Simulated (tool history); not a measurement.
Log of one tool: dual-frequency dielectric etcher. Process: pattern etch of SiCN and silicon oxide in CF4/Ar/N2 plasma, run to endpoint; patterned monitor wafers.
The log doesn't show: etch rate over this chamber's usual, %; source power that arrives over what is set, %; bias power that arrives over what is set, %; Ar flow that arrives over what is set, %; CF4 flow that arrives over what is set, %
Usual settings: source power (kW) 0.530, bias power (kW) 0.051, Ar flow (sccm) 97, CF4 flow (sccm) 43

run,hour,source power (kW),bias power (kW),Ar flow (sccm),CF4 flow (sccm),wafers since the last listed run,hours since the last wet clean,hours since the last source power generator calibration,hours since the last bias power generator calibration,hours since the last Ar flow controller change,hours since the last CF4 flow controller change,hours since the last upper electrode change,"incoming incoming film thickness, nm",endpoint time (s)
1,0.0,0.530,0.051,116,43,0,108.7,1839.4,743.4,3105.3,2012.4,716.0,14.02,18.4
2,96.3,0.530,0.051,97,43,780,205.0,1935.7,839.7,3201.6,2108.7,812.3,14.02,17.6
3,199.9,0.530,0.051,97,43,839,308.6,2039.3,943.3,3305.2,2212.3,915.9,14.17,17.7
4,274.7,0.530,0.051,79,43,606,383.4,2114.1,1018.1,3380.0,2287.1,990.7,14.14,16.7
5,332.6,0.410,0.056,97,43,469,441.3,2172.0,1076.0,3437.9,2345.0,1048.6,13.97,20.3
# hour 379.2: CF4 flow controller replaced
6,423.3,0.610,0.057,115,52,686,532.0,2262.7,1166.7,3528.6,44.1,1139.3,14.02,15.1
7,469.2,0.530,0.051,97,39,371,577.9,2308.6,1212.6,3574.5,90.0,1185.2,14.29,18.5
8,537.3,0.580,0.041,84,48,551,646.0,2376.7,1280.7,3642.6,158.1,1253.3,14.21,16.7
# hour 582.8: Ar flow controller replaced
9,612.3,0.530,0.051,97,43,559,721.0,2451.7,1355.7,29.5,233.1,1328.3,14.18,17.8
10,667.6,0.530,0.051,97,43,448,776.3,2507.0,1411.0,84.8,288.4,1383.6,14.09,17.7
# hour 743.4: wet clean of the chamber
11,743.9,0.530,0.051,89,54,423,0.5,2583.3,1487.3,161.1,364.7,1459.9,14.20,16.4
# hour 761.3: source power generator calibrated
12,806.5,0.530,0.051,97,43,474,63.1,45.2,1549.9,223.7,427.3,1522.5,13.95,17.5
13,842.6,0.530,0.047,97,34,292,99.2,81.3,1586.0,259.8,463.4,1558.6,14.20,20.0
14,944.1,0.530,0.051,109,43,822,200.7,182.8,1687.5,361.3,564.9,1660.1,14.14,18.4
15,1049.4,0.530,0.051,97,43,853,306.0,288.1,1792.8,466.6,670.2,1765.4,13.95,17.5
16,1154.0,0.530,0.051,97,43,847,410.6,392.7,1897.4,571.2,774.8,1870.0,14.04,17.7
17,1233.2,0.530,0.041,97,43,641,489.8,471.9,1976.6,650.4,854.0,1949.2,14.06,19.0
18,1330.7,0.530,0.061,97,36,790,587.3,569.4,2074.1,747.9,951.5,2046.7,14.23,17.6
19,1403.2,0.450,0.051,97,52,587,659.8,641.9,2146.6,820.4,1024.0,2119.2,14.02,18.8
# hour 1446.2: wet clean of the chamber
20,1492.4,0.530,0.051,97,43,528,46.2,731.1,2235.8,909.6,1113.2,2208.4,14.08,17.7

Forecast run 21:
21,1588.3,0.590,0.051,97,38,777,142.1,827.0,2331.7,1005.5,1209.1,2304.3,14.02,?

endpoint time (s): 16.9
Without the tool's hidden state the same run would have given endpoint time (s) 16.9.
